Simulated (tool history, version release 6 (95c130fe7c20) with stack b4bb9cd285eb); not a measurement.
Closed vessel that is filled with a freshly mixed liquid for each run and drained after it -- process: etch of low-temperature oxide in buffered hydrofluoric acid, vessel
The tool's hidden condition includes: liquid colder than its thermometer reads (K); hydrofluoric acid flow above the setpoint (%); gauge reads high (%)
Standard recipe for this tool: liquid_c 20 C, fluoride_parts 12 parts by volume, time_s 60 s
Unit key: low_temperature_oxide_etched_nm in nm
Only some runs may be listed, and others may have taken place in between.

run	hour	liquid_c	fluoride_parts	time_s	wafers since the last listed run	hours since the thermometer was replaced	hours since the hydrofluoric acid flow meter was replaced	hours since the gauge calibration	read-back film thickness of the low-temperature oxide reference wafer, read on the same gauge (nm)	low_temperature_oxide_etched_nm
1	0	17	12	60	0	1560.9	1301.5	1119.4	129.98	71.13
2	42.3	20	12	60	5246	1603.2	1343.8	1161.7	129.99	84.8
3	82.3	20	12	60	4960	1643.2	1383.8	1201.7	129.96	85.19
4	132.6	20	12	60	6238	1693.5	1434.1	1252	130	84.11
5	167.3	20	12	60	4303	1728.2	1468.8	1286.7	129.97	84.57
6	215.4	20	14.5	75	5965	1776.3	1516.9	1334.8	129.96	87.93
7	264.6	20	12	70	6101	1825.5	1566.1	1384	130	98.82
8	321.1	20	12	70	7007	1882	1622.6	1440.5	129.99	99.82
# hour 323.8: thermometer replaced
9	351.7	20	12	70	3670	27.9	1653.2	1471.1	130.02	102.2
10	386.7	20	12	60	4340	62.9	1688.2	1506.1	129.98	87.49
11	568.2	17	7.5	35	22509	244.4	1869.7	1687.6	129.97	67.22
12	625	20	12	60	7044	301.2	1926.5	1744.4	129.99	87.56
# hour 650.1: hydrofluoric acid flow meter replaced
13	680.8	20	12	60	6796	357	30.7	1800.2	129.99	84.43
# hour 685.4: gauge calibrated
14	725	17	7	35	5481	401.2	74.9	39.6	130.03	69.34
15	788.7	20	10.5	60	7900	464.9	138.6	103.3	130.01	96.49
16	848.2	20	12	60	7379	524.4	198.1	162.8	129.99	84.43
17	881.5	22.5	10	45	4129	557.7	231.4	196.1	129.98	86.19
18	932	22.5	12	85	6262	608.2	281.9	246.6	129.97	137.21
19	983.5	20	12	60	6386	659.7	333.4	298.1	130.01	84.14
20	1032.2	20	17	60	6039	708.4	382.1	346.8	130.02	60.19
21	1064.9	22.5	12	60	4055	741.1	414.8	379.5	130.03	96.65
22	1109.1	24	12	60	5481	785.3	459	423.7	130.02	105.57
23	1144.7	20	12	60	4415	820.9	494.6	459.3	130.02	85.01
24	1210.2	17	12	60	8123	886.4	560.1	524.8	130.02	71.26

Run 25 is up next; what results do you expect?
25	1259.3	20	12	85	6089	935.5	609.2	573.9	?	?

For run 25 the tool returned read-back film thickness of the low-temperature oxide reference wafer, read on the same gauge (nm) 130.05, low_temperature_oxide_etched_nm 119.54 nm.
Minus the tool's unlogged condition, the same run would have read low_temperature_oxide_etched_nm 119.28 nm.

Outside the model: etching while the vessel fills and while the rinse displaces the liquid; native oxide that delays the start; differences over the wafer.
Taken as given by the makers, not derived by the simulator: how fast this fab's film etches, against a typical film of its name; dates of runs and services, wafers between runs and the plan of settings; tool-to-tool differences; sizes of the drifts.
